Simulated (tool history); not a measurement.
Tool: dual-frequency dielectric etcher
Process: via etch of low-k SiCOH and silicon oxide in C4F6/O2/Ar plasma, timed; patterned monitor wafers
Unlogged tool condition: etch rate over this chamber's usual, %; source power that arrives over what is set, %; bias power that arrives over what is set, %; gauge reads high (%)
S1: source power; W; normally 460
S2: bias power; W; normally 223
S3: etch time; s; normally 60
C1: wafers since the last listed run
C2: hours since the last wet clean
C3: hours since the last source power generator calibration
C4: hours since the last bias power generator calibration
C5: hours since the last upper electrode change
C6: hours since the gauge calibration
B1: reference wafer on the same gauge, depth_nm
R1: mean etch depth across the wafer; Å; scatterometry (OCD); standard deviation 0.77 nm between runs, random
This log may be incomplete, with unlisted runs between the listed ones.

| run | hour | S1 | S2 | S3 | C1 | C2 | C3 | C4 | C5 | C6 | B1 | R1 |
|---|---|---|---|---|---|---|---|---|---|---|---|---|
| 1 | 0.0 | 460 | 223 | 60 | 0 | 345.4 | 3153.3 | 4569.4 | 5226.0 | 26.5 | 165.1 | 1628 |
| 2 | 8.2 | 460 | 223 | 60 | 109 | 353.6 | 3161.5 | 4577.6 | 5234.2 | 34.7 | 165.0 | 1628 |
| 3 | 18.6 | 460 | 223 | 60 | 139 | 364.0 | 3171.9 | 4588.0 | 5244.6 | 45.1 | 165.2 | 1612 |
| 4 | 28.9 | 460 | 223 | 60 | 138 | 374.3 | 3182.2 | 4598.3 | 5254.9 | 55.4 | 164.9 | 1615 |
| 5 | 54.1 | 460 | 211 | 60 | 337 | 399.5 | 3207.4 | 4623.5 | 5280.1 | 80.6 | 165.0 | 1583 |
| 6 | 65.2 | 460 | 223 | 60 | 148 | 410.6 | 3218.5 | 4634.6 | 5291.2 | 91.7 | 165.2 | 1606 |
|  | 101.1 | upper electrode replaced |
| 7 | 101.6 | 460 | 223 | 60 | 166 | 447.0 | 3254.9 | 4671.0 | 0.5 | 128.1 | 164.9 | 1616 |
| 8 | 102.0 | 460 | 223 | 60 | 5 | 447.4 | 3255.3 | 4671.4 | 0.9 | 128.5 | 164.9 | 1617 |
| 9 | 108.4 | 460 | 223 | 60 | 85 | 453.8 | 3261.7 | 4677.8 | 7.3 | 134.9 | 164.9 | 1610 |
| 10 | 115.4 | 460 | 223 | 60 | 93 | 460.8 | 3268.7 | 4684.8 | 14.3 | 141.9 | 165.0 | 1616 |
|  | 129.8 | source power generator calibrated |
| 11 | 130.2 | 460 | 223 | 60 | 144 | 475.6 | 0.4 | 4699.6 | 29.1 | 156.7 | 165.1 | 1598 |
|  | 134.9 | bias power generator calibrated |
| 12 | 137.9 | 460 | 223 | 60 | 49 | 483.3 | 8.1 | 3.0 | 36.8 | 164.4 | 165.0 | 1603 |

What will run 13 give?
|  | 170.1 | gauge calibrated |
|  | 171.0 | wet clean of the chamber |
| 13 | 171.5 | 340 | 203 | 44 | 128 | 0.5 | 41.7 | 36.6 | 70.4 | 1.4 | ? | ? |

B1: 164.9
R1: 991 Å
With no hidden state in the tool, this same run would have given R1 992 Å.
